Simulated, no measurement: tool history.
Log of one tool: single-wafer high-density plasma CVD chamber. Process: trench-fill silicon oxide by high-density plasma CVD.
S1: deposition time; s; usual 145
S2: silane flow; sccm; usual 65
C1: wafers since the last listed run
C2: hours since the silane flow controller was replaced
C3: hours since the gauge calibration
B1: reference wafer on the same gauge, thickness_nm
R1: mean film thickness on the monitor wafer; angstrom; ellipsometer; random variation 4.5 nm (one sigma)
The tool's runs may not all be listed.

run,day,S1,S2,C1,C2,C3,B1,R1
1,0.000,145,65,0,3190.4,47.2,1135.215,9879.11
2,0.925,161,65,145,3212.6,69.4,1135.607,11017.51
3,2.333,145,65,221,3246.4,103.2,1134.553,9829.26
4,3.821,145,65,234,3282.1,138.9,1134.222,9879.53
5,5.312,145,65,235,3317.9,174.7,1134.099,9915.71
6,6.058,145,65,117,3335.8,192.6,1135.094,9959.01
7,7.546,145,65,234,3371.5,228.3,1135.110,9821.53
8,8.508,145,58,151,3394.6,251.4,1134.289,8770.69
9,9.850,145,58,211,3426.8,283.6,1134.017,8746.48
10,10.538,145,58,108,3443.3,300.1,1133.864,8826.24
11,11.104,145,65,89,3456.9,313.7,1133.539,9871.66
# day 13.321: gauge calibrated
12,13.683,129,65,406,3518.8,8.7,1132.630,8726.23
13,14.650,129,65,152,3542.0,31.9,1133.971,8737.14
14,15.462,145,65,128,3561.5,51.4,1133.596,9859.20
15,16.333,116,62,137,3582.4,72.3,1134.141,7492.23
16,17.146,145,65,128,3601.9,91.8,1134.732,9835.76
# day 17.583: silane flow controller replaced
17,18.388,145,65,143,19.3,121.6,1133.390,9873.62
18,19.404,157,71,160,43.7,146.0,1133.063,11663.79
19,20.692,145,71,202,74.6,176.9,1134.809,10801.80
20,21.442,125,55,118,92.6,194.9,1134.235,7259.00
21,22.500,137,53,166,118.0,220.3,1134.115,7553.42
22,23.546,158,54,164,143.1,245.4,1133.562,8981.08
23,24.662,145,69,176,169.9,272.2,1133.310,10398.90
24,25.479,122,65,128,189.5,291.8,1133.070,8300.58
25,26.254,124,73,122,208.1,310.4,1134.157,9434.66
26,27.588,120,69,210,240.1,342.4,1135.253,8658.95

Forecast each of these 4 alternatives for the next run:
A,27.604,171,65,2,240.5,342.8,?,?
B,27.604,157,72,2,240.5,342.8,?,?
C,27.604,158,78,2,240.5,342.8,?,?
D,27.604,124,52,2,240.5,342.8,?,?

run,B1,R1
A,1133.695,11589.24
B,1133.695,11786.30
C,1133.695,12849.82
D,1133.695,6723.11
Without the tool's hidden state the same runs would have given:
run,R1
A,11589.24
B,11786.30
C,12849.82
D,6723.11
